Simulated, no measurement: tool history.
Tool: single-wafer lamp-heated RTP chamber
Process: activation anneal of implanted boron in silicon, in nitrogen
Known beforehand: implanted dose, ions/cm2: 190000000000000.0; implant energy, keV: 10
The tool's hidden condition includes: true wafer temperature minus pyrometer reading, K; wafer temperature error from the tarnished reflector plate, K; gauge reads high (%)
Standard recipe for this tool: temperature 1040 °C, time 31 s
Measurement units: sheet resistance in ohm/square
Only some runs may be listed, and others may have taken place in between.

run,day,temperature,time,wafers since the last listed run,wafers since the last pyrometer calibration,wafers since the reflector plate was cleaned,hours since the gauge calibration,"read-back reference wafer on the same gauge, sheet resistance",sheet resistance
1,0.000,1040,31,0,2399,10893,849.1,523.93,476.84
2,1.371,1040,31,342,2742,11236,882.0,523.99,476.78
3,2.746,1040,31,343,3085,11580,915.0,524.01,477.32
4,3.025,1056,35,69,3155,11649,921.7,524.00,474.27
5,3.467,1056,35,110,3265,11760,932.3,523.89,474.81
# day 3.475: gauge calibrated
6,3.904,1056,35,109,3375,11869,10.3,523.83,474.68
7,4.338,1040,31,108,3483,11977,20.7,524.08,477.02
8,4.767,1040,31,107,3590,12085,31.0,523.91,476.41
9,5.446,1029,31,169,3760,12254,47.3,524.04,476.36
10,6.096,1040,31,162,3922,12417,62.9,523.95,476.75
11,7.754,1040,31,414,4337,12831,102.7,524.06,477.42
12,8.017,1040,31,65,4402,12897,109.0,524.14,477.86
13,8.621,1040,31,150,4553,13048,123.5,523.99,476.86
14,9.296,1040,31,168,4722,13216,139.7,523.80,476.32
15,10.388,1040,40,272,4995,13489,165.9,523.94,475.22
16,10.954,1040,31,141,5136,13631,179.5,524.01,475.82
17,11.279,1012,16,81,5218,13712,187.3,523.92,481.29
18,12.012,1010,31,183,5401,13895,204.9,523.99,480.38
19,12.417,1040,15,100,5502,13996,214.6,523.91,478.84
20,13.021,1017,40,150,5653,14147,229.1,523.98,478.33
21,13.371,1040,31,87,5740,14235,237.5,524.19,477.07
22,13.725,1013,42,88,5829,14323,246.0,524.00,477.93
23,14.279,1056,35,138,5967,14462,259.3,524.02,474.08
24,15.762,1032,47,370,6338,14832,294.9,523.88,474.87
# day 16.383: reflector plate cleaned
# day 16.575: pyrometer window cleaned and pyrometer calibrated
25,16.596,1062,43,76,4,4,314.9,524.05,471.78
26,17.729,1025,18,283,287,287,342.1,524.05,480.37
27,18.146,1048,47,104,392,392,352.1,523.96,473.56
28,18.712,1029,41,141,533,533,365.7,524.01,476.00
29,19.417,1069,20,175,709,709,382.6,524.04,477.13
30,19.888,1040,31,117,827,827,393.9,524.03,478.03
31,20.179,1012,20,72,900,900,400.9,523.98,482.33
32,20.862,1040,31,170,1070,1070,417.3,524.03,477.27
33,21.333,1040,16,117,1188,1188,428.6,523.91,478.35
34,23.538,1040,49,550,1739,1739,481.5,523.98,474.11
35,24.112,1029,50,143,1883,1883,495.3,524.02,475.56
36,24.671,1040,37,139,2022,2022,508.7,523.94,476.19

Give the tool's hidden conditions for every run:
true wafer temperature minus pyrometer reading, K: 0 across all the runs
wafer temperature error from the tarnished reflector plate, K: 0 across all the runs
gauge reads high (%): 0 across all the runs

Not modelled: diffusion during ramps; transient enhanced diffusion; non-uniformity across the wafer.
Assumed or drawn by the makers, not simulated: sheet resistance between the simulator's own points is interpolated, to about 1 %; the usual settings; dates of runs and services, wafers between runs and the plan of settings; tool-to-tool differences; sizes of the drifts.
